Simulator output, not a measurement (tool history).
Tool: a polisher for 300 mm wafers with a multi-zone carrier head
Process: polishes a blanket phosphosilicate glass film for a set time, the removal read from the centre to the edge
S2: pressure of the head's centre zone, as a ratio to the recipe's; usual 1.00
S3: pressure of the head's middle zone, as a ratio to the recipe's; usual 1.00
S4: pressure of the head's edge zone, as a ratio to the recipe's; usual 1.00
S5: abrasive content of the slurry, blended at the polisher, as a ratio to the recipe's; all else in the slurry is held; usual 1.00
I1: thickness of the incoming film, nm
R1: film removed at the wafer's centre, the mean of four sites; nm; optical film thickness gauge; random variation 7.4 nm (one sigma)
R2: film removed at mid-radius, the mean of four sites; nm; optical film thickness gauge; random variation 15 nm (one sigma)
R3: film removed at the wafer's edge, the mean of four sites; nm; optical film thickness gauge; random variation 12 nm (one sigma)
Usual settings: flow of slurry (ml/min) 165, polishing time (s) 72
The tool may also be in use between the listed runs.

Run 1, day 0.000: usual settings; I1 3501.0. Result: R1 1055.9 nm, R2 979.8 nm, R3 979.2 nm.
Run 2, day 4.350: usual settings but S5 1.10; I1 3492.2. Result: R1 1108.1 nm, R2 1056.3 nm, R3 1039.1 nm.
At day 4.942: edge zone pressure recalibrated.
Run 3, day 6.862: usual settings but flow of slurry (ml/min) 140, S2 0.90, S5 1.25; I1 3462.8. Result: R1 1010.8 nm, R2 1080.7 nm, R3 1063.5 nm.
Run 4, day 9.088: usual settings; I1 3564.9. Result: R1 1055.7 nm, R2 1001.2 nm, R3 982.6 nm.
At day 9.888: carrier head's membrane replaced by a new one.
At day 11.100: centre zone pressure recalibrated.
Run 5, day 11.467: usual settings but S3 1.10, S4 1.04; I1 3503.6. Result: R1 980.3 nm, R2 1081.2 nm, R3 1009.2 nm.
Run 6, day 13.654: usual settings but S2 0.96, S5 0.90; I1 3537.3. Result: R1 905.1 nm, R2 932.0 nm, R3 944.0 nm.
Run 7, day 15.250: usual settings but flow of slurry (ml/min) 205, S2 1.09; I1 3565.6. Result: R1 1135.5 nm, R2 1016.3 nm, R3 994.4 nm.
Run 8, day 17.433: usual settings; I1 3502.4. Result: R1 996.2 nm, R2 989.2 nm, R3 963.9 nm.
At day 17.788: worn pad replaced by a new one.
Run 9, day 19.712: usual settings but S2 1.06, S3 1.06; I1 3505.4. Result: R1 1053.3 nm, R2 1024.4 nm, R3 978.5 nm.
Run 10, day 22.342: usual settings but polishing time (s) 59; I1 3609.2. Result: R1 805.7 nm, R2 770.0 nm, R3 774.9 nm.
Run 11, day 25.554: usual settings but S2 0.93, polishing time (s) 80; I1 3568.0. Result: R1 998.1 nm, R2 1045.5 nm, R3 1021.9 nm.
Run 12, day 29.267: usual settings; I1 3480.4. Result: R1 934.1 nm, R2 926.7 nm, R3 904.2 nm.
At day 30.662: slurry nozzle cleaned.
Run 13, day 30.950: usual settings but S4 0.89; I1 3515.8. Result: R1 1054.1 nm, R2 1010.8 nm, R3 926.9 nm.
Run 14, day 32.858: usual settings; I1 3572.7. Result: R1 1060.1 nm, R2 994.7 nm, R3 968.5 nm.
Run 15, day 36.954: usual settings; I1 3535.2. Result: R1 1050.8 nm, R2 988.0 nm, R3 979.8 nm.
Run 16, day 39.233: usual settings but flow of slurry (ml/min) 110, S2 1.06, S3 1.05, S5 1.20; I1 3518.3. Result: R1 1083.8 nm, R2 1019.7 nm, R3 963.0 nm.
Run 17, day 40.742: usual settings but flow of slurry (ml/min) 115, S3 1.12; I1 3528.9. Result: R1 946.4 nm, R2 1006.2 nm, R3 911.5 nm.
At day 42.083: centre zone pressure recalibrated.
Run 18, day 44.679: usual settings but S2 0.89, S3 1.08, S4 0.91, polishing time (s) 79; I1 3540.0. Result: R1 972.5 nm, R2 1128.2 nm, R3 1006.2 nm.
Run 19, day 46.446: usual settings but flow of slurry (ml/min) 220, S2 0.89, S3 1.10; I1 3540.1. Result: R1 942.2 nm, R2 1109.9 nm, R3 990.0 nm.
At day 46.679: worn pad replaced by a new one.
Run 20, day 49.704: usual settings; I1 3487.7. Result: R1 1002.2 nm, R2 938.0 nm, R3 954.5 nm.
Run 21, day 53.058: usual settings but S3 0.90, S4 1.03; I1 3463.7. Result: R1 982.0 nm, R2 868.6 nm, R3 973.1 nm.

4 ways to go on from here, each from the tool as it stands after run 21. What would each give?
Run A, day 53.075: usual settings but flow of slurry (ml/min) 205; I1 3516.7. Result: R1 ?, R2 ?, R3 ?.
Run B, day 53.075: usual settings but flow of slurry (ml/min) 180, S4 1.11; I1 3516.7. Result: R1 ?, R2 ?, R3 ?.
Run C, day 53.075: usual settings but S2 1.09, S4 0.94; I1 3516.7. Result: R1 ?, R2 ?, R3 ?.
Run D, day 53.075: usual settings but flow of slurry (ml/min) 135, S2 1.07, S4 0.92; I1 3516.7. Result: R1 ?, R2 ?, R3 ?.

run      R1      R2      R3
  A  1027.7  1004.9   993.1
  B   995.7   977.1  1025.2
  C  1059.8   956.5   931.4
  D   973.7   903.2   886.5
Without the tool's hidden state the same runs would have given:
run      R1      R2      R3
  A  1028.1  1055.4  1029.2
  B  1004.4  1033.5  1067.3
  C  1076.2  1017.1   972.8
  D  1006.1   974.4   933.9

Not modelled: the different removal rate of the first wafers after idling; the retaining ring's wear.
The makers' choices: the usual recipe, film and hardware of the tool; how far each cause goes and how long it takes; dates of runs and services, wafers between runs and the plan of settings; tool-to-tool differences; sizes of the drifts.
